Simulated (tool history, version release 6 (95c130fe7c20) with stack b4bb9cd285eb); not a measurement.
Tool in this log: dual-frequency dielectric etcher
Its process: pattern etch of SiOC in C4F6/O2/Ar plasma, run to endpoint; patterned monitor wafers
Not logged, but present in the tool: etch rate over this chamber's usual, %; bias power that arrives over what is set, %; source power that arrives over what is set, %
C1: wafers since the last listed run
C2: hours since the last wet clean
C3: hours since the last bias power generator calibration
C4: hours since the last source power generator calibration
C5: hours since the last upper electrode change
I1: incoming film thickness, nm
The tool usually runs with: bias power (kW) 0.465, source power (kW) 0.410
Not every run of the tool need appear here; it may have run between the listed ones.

Run 1, hour 0.0: usual settings but bias power (kW) 0.508; C1 0; C2 418.1; C3 4536.6; C4 1609.0; C5 3868.2; I1 45.91. Result: endpoint time (s) 15.5.
Run 2, hour 19.1: usual settings but bias power (kW) 0.508; C1 353; C2 437.2; C3 4555.7; C4 1628.1; C5 3887.3; I1 45.68. Result: endpoint time (s) 15.2.
Run 3, hour 44.4: usual settings but bias power (kW) 0.508; C1 468; C2 462.5; C3 4581.0; C4 1653.4; C5 3912.6; I1 46.48. Result: endpoint time (s) 15.7.
Run 4, hour 57.1: usual settings; C1 235; C2 475.2; C3 4593.7; C4 1666.1; C5 3925.3; I1 45.87. Result: endpoint time (s) 15.8.
Run 5, hour 80.5: usual settings; C1 433; C2 498.6; C3 4617.1; C4 1689.5; C5 3948.7; I1 45.87. Result: endpoint time (s) 16.0.
Run 6, hour 110.2: usual settings; C1 550; C2 528.3; C3 4646.8; C4 1719.2; C5 3978.4; I1 46.01. Result: endpoint time (s) 15.8.
Run 7, hour 145.1: usual settings but source power (kW) 0.460; C1 646; C2 563.2; C3 4681.7; C4 1754.1; C5 4013.3; I1 45.34. Result: endpoint time (s) 14.8.
At hour 174.7: wet clean of the chamber.
At hour 205.4: upper electrode replaced, of another model than before.
Run 8, hour 205.9: usual settings; C1 237; C2 31.2; C3 4742.5; C4 1814.9; C5 0.5; I1 45.99. Result: endpoint time (s) 16.8.
Run 9, hour 210.8: usual settings; C1 90; C2 36.1; C3 4747.4; C4 1819.8; C5 5.4; I1 45.98. Result: endpoint time (s) 16.6.
Run 10, hour 230.9: usual settings but source power (kW) 0.330; C1 372; C2 56.2; C3 4767.5; C4 1839.9; C5 25.5; I1 45.94. Result: endpoint time (s) 17.1.
At hour 267.0: bias power generator calibrated.
At hour 332.0: source power generator calibrated.
Run 11, hour 336.6: usual settings but bias power (kW) 0.415, source power (kW) 0.330; C1 1809; C2 161.9; C3 69.6; C4 4.6; C5 131.2; I1 46.04. Result: endpoint time (s) 17.9.
Run 12, hour 371.3: usual settings but bias power (kW) 0.537, source power (kW) 0.440; C1 642; C2 196.6; C3 104.3; C4 39.3; C5 165.9; I1 45.94. Result: endpoint time (s) 15.3.
Run 13, hour 401.9: usual settings but source power (kW) 0.460; C1 566; C2 227.2; C3 134.9; C4 69.9; C5 196.5; I1 45.93. Result: endpoint time (s) 15.6.
Run 14, hour 423.9: usual settings but bias power (kW) 0.549, source power (kW) 0.350; C1 407; C2 249.2; C3 156.9; C4 91.9; C5 218.5; I1 45.06. Result: endpoint time (s) 15.3.
Run 15, hour 436.9: usual settings but bias power (kW) 0.406, source power (kW) 0.470; C1 240; C2 262.2; C3 169.9; C4 104.9; C5 231.5; I1 45.90. Result: endpoint time (s) 16.6.
Run 16, hour 469.7: usual settings; C1 607; C2 295.0; C3 202.7; C4 137.7; C5 264.3; I1 46.17. Result: endpoint time (s) 16.1.

Here are 3 independent what-if runs from the current tool condition. What would each one return?
Run A, hour 470.1: usual settings but source power (kW) 0.490; C1 7; C2 295.4; C3 203.1; C4 138.1; C5 264.7; I1 45.85. Result: endpoint time (s) ?.
Run B, hour 470.1: usual settings but bias power (kW) 0.538, source power (kW) 0.380; C1 7; C2 295.4; C3 203.1; C4 138.1; C5 264.7; I1 45.85. Result: endpoint time (s) ?.
Run C, hour 470.1: usual settings but source power (kW) 0.380; C1 7; C2 295.4; C3 203.1; C4 138.1; C5 264.7; I1 45.85. Result: endpoint time (s) ?.

run  endpoint time (s)
  A               15.3
  B               15.1
  C               16.1
Take away the tool's hidden state, keep each run's random variation, and the runs would have read:
run  endpoint time (s)
  A               15.7
  B               15.6
  C               16.6
